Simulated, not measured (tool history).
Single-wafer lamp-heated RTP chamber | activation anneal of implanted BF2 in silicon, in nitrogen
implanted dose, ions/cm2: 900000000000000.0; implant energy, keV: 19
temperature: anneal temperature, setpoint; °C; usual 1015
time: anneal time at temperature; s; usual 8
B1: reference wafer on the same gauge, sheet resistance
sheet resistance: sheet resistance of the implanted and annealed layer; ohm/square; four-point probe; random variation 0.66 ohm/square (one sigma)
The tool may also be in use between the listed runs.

{"run": 1, "day": 0.0, "temperature": 1015, "time": 8, "B1": 176.92, "sheet resistance": 208.96}
{"run": 2, "day": 1.05, "temperature": 1015, "time": 8, "B1": 176.66, "sheet resistance": 209.88}
{"run": 3, "day": 1.571, "temperature": 1015, "time": 8, "B1": 176.82, "sheet resistance": 209.37}
{"run": 4, "day": 2.65, "temperature": 1015, "time": 8, "B1": 176.46, "sheet resistance": 208.9}
{"run": 5, "day": 3.375, "temperature": 1015, "time": 8, "B1": 176.27, "sheet resistance": 208.99}
{"run": 6, "day": 4.417, "temperature": 1033, "time": 6, "B1": 176.33, "sheet resistance": 195.87}
{"run": 7, "day": 5.612, "temperature": 1033, "time": 6, "B1": 175.96, "sheet resistance": 196.9}
{"run": 8, "day": 6.175, "temperature": 1033, "time": 6, "B1": 175.81, "sheet resistance": 195.34}
{"run": 9, "day": 7.488, "temperature": 1015, "time": 6, "B1": 175.55, "sheet resistance": 214.54}
{"day": 7.879, "done": "pyrometer window cleaned and pyrometer calibrated"}
{"run": 10, "day": 8.817, "temperature": 1038, "time": 5, "B1": 175.41, "sheet resistance": 194.49}
{"run": 11, "day": 9.625, "temperature": 1024, "time": 10, "B1": 174.94, "sheet resistance": 191.69}
{"day": 10.738, "done": "gauge calibrated"}
{"run": 12, "day": 10.767, "temperature": 1015, "time": 8, "B1": 176.96, "sheet resistance": 208.81}
{"day": 11.5, "done": "reflector plate cleaned"}
{"run": 13, "day": 14.667, "temperature": 1035, "time": 7, "B1": 176.66, "sheet resistance": 190.44}
{"run": 14, "day": 15.312, "temperature": 993, "time": 11, "B1": 176.61, "sheet resistance": 227.28}
{"run": 15, "day": 16.1, "temperature": 1040, "time": 5, "B1": 176.33, "sheet resistance": 194.1}
{"run": 16, "day": 16.908, "temperature": 1038, "time": 11, "B1": 176.37, "sheet resistance": 177.92}
{"run": 17, "day": 17.521, "temperature": 1042, "time": 8, "B1": 176.21, "sheet resistance": 181.53}
{"run": 18, "day": 19.008, "temperature": 1015, "time": 8, "B1": 175.91, "sheet resistance": 207.52}

Forecast each of these 4 alternatives for the next run:
{"run": "A", "day": 19.025, "temperature": 1015, "time": 8, "B1": "?", "sheet resistance": "?"}
{"run": "B", "day": 19.025, "temperature": 1001, "time": 8, "B1": "?", "sheet resistance": "?"}
{"run": "C", "day": 19.025, "temperature": 1003, "time": 5, "B1": "?", "sheet resistance": "?"}
{"run": "D", "day": 19.025, "temperature": 986, "time": 10, "B1": "?", "sheet resistance": "?"}

run=A B1=176.16 sheet_resistance=208.18
run=B B1=176.16 sheet_resistance=224
run=C B1=176.16 sheet_resistance=231
run=D B1=176.16 sheet_resistance=238.9
Without the tool's hidden state the same runs would have given:
run=A sheet_resistance=209.36
run=B sheet_resistance=225.26
run=C sheet_resistance=232.31
run=D sheet_resistance=240.25
